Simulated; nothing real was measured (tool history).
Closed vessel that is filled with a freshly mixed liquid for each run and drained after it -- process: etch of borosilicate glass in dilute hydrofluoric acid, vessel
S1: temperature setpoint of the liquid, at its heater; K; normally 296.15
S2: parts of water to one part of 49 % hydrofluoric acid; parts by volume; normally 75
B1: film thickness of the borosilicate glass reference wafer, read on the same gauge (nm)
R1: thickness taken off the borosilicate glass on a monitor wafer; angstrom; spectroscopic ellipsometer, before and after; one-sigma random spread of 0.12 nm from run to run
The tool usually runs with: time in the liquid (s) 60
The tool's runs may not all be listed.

{"run": 1, "day": 0.0, "S1": 296.15, "S2": 75, "time in the liquid (s)": 60, "B1": 59.99, "R1": 193.1}
{"run": 2, "day": 1.308, "S1": 296.15, "S2": 75, "time in the liquid (s)": 60, "B1": 60.01, "R1": 192.3}
{"run": 3, "day": 2.138, "S1": 296.15, "S2": 75, "time in the liquid (s)": 60, "B1": 60.03, "R1": 191.8}
{"run": 4, "day": 3.492, "S1": 296.15, "S2": 85, "time in the liquid (s)": 60, "B1": 60.02, "R1": 168.0}
{"run": 5, "day": 4.533, "S1": 296.15, "S2": 85, "time in the liquid (s)": 60, "B1": 60.02, "R1": 167.2}
{"run": 6, "day": 5.262, "S1": 296.15, "S2": 75, "time in the liquid (s)": 40, "B1": 60.0, "R1": 127.8}
{"run": 7, "day": 6.067, "S1": 296.15, "S2": 75, "time in the liquid (s)": 40, "B1": 59.99, "R1": 127.9}
{"run": 8, "day": 6.708, "S1": 296.15, "S2": 75, "time in the liquid (s)": 40, "B1": 60.01, "R1": 128.6}
{"run": 9, "day": 7.383, "S1": 296.15, "S2": 85, "time in the liquid (s)": 70, "B1": 60.0, "R1": 194.3}
{"run": 10, "day": 8.833, "S1": 296.15, "S2": 85, "time in the liquid (s)": 70, "B1": 60.01, "R1": 193.8}
{"run": 11, "day": 9.408, "S1": 299.15, "S2": 60, "time in the liquid (s)": 80, "B1": 60.01, "R1": 372.1}
{"run": 12, "day": 10.25, "S1": 292.65, "S2": 90, "time in the liquid (s)": 60, "B1": 60.0, "R1": 136.7}
{"run": 13, "day": 11.558, "S1": 296.15, "S2": 75, "time in the liquid (s)": 80, "B1": 60.01, "R1": 258.1}
{"run": 14, "day": 12.312, "S1": 296.15, "S2": 75, "time in the liquid (s)": 60, "B1": 60.01, "R1": 193.4}
{"run": 15, "day": 12.925, "S1": 296.15, "S2": 75, "time in the liquid (s)": 60, "B1": 60.02, "R1": 192.8}
{"run": 16, "day": 13.558, "S1": 296.15, "S2": 60, "time in the liquid (s)": 60, "B1": 60.0, "R1": 246.6}
{"day": 13.638, "done": "hydrofluoric acid flow meter replaced"}
{"day": 14.229, "done": "gauge calibrated"}
{"run": 17, "day": 14.358, "S1": 296.15, "S2": 85, "time in the liquid (s)": 60, "B1": 60.03, "R1": 190.0}
{"day": 15.379, "done": "thermometer replaced"}
{"run": 18, "day": 15.404, "S1": 296.15, "S2": 75, "time in the liquid (s)": 40, "B1": 60.0, "R1": 133.8}
{"run": 19, "day": 16.838, "S1": 297.65, "S2": 75, "time in the liquid (s)": 30, "B1": 59.98, "R1": 107.8}
{"run": 20, "day": 21.046, "S1": 294.65, "S2": 105, "time in the liquid (s)": 45, "B1": 60.01, "R1": 97.1}
{"run": 21, "day": 21.642, "S1": 298.65, "S2": 60, "time in the liquid (s)": 60, "B1": 60.0, "R1": 281.1}

Some steps in R1 between neighbouring runs. How much of each would the tool show without its hidden state too (settings, what came in, random variation), and how much is left for the hidden state, with any gauge scatter that isn't in both results?
The tool's hidden condition here consists of: liquid hotter than its thermometer reads (K); hydrofluoric acid flow below the setpoint (%); gauge reads high (%).
Run 11 -> 12: S1 299.15 -> 292.65, S2 60 -> 90, time in the liquid (s) 80 -> 60. R1 -235.4 angstrom: hidden state +10.6, all else -246.0.
Run 16 -> 17: S2 60 -> 85, hydrofluoric acid flow meter replaced, gauge calibrated. R1 -56.6 angstrom: hidden state +26.6, all else -83.2.
Run 17 -> 18: S2 85 -> 75, time in the liquid (s) 60 -> 40, thermometer replaced. R1 -56.2 angstrom: hidden state -16.4, all else -39.8.
Run 20 -> 21: S1 294.65 -> 298.65, S2 105 -> 60, time in the liquid (s) 45 -> 60. R1 +184.0 angstrom: hidden state -0.8, all else +184.8.
